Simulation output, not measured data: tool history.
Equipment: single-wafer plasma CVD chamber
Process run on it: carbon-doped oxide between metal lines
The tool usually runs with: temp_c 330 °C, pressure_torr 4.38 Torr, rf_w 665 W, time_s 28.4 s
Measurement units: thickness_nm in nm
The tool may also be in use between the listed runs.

| run | hour | temp_c | pressure_torr | rf_w | time_s | read-back reference wafer on the same gauge, thickness_nm | thickness_nm |
|---|---|---|---|---|---|---|---|
| 1 | 0 | 330 | 4.38 | 665 | 28.4 | 163.037 | 192.514 |
| 2 | 97.5 | 330 | 3.9 | 730 | 28.4 | 162.955 | 200.44 |
| 3 | 182.8 | 330 | 3.82 | 665 | 28.4 | 163.098 | 189.085 |
| 4 | 222.6 | 330 | 3.82 | 665 | 28.4 | 162.89 | 187.642 |
| 5 | 287.9 | 330 | 3.82 | 665 | 28.4 | 162.936 | 188.516 |
| 6 | 353.9 | 330 | 4.38 | 665 | 28.4 | 163.184 | 191.383 |
| 7 | 426 | 330 | 4.38 | 665 | 28.4 | 162.835 | 191.352 |
|  | 434.5 | capacitance manometer re-zeroed and calibrated |
| 8 | 468.3 | 339 | 4.38 | 665 | 30.7 | 163.064 | 200.454 |
|  | 529.1 | RF generator calibrated |
|  | 650.7 | gauge calibrated |
|  | 769.6 | showerhead replaced |
| 9 | 770.1 | 345 | 3.6 | 630 | 24 | 162.97 | 147.953 |
|  | 797.5 | thermocouple changed; heater temperature recalibrated |
| 10 | 799.3 | 318 | 3.87 | 565 | 23.6 | 163.1 | 154.13 |
| 11 | 878.9 | 322 | 4.68 | 665 | 25.3 | 162.87 | 180.234 |
| 12 | 947.2 | 330 | 4.38 | 665 | 28.4 | 163.165 | 195.513 |
| 13 | 985.1 | 330 | 4.38 | 665 | 25.1 | 162.748 | 171.753 |
| 14 | 1024.1 | 330 | 4.38 | 740 | 28.4 | 163.347 | 207.707 |
| 15 | 1083.7 | 330 | 4.38 | 700 | 33.5 | 163.047 | 236.355 |
| 16 | 1181.2 | 330 | 4.38 | 665 | 23.9 | 163.249 | 163.762 |
| 17 | 1223.8 | 330 | 4.38 | 665 | 28.4 | 162.837 | 194.032 |

Consider 3 possible next runs. They are alternatives, not a sequence: every one starts from the tool as it was left by run 17. What does each give?
| A | 1224.2 | 330 | 4.38 | 665 | 28.4 | ? | ? |
| B | 1224.2 | 318 | 3.55 | 795 | 28.4 | ? | ? |
| C | 1224.2 | 330 | 5.3 | 665 | 23 | ? | ? |

| run | read-back reference wafer on the same gauge, thickness_nm | thickness_nm |
|---|---|---|
| A | 163.026 | 193.03 |
| B | 163.026 | 218.878 |
| C | 163.026 | 161.09 |
Take away the tool's hidden state, keep each run's random variation, and the runs would have read:
| run | thickness_nm |
|---|---|
| A | 195.111 |
| B | 221.238 |
| C | 162.827 |

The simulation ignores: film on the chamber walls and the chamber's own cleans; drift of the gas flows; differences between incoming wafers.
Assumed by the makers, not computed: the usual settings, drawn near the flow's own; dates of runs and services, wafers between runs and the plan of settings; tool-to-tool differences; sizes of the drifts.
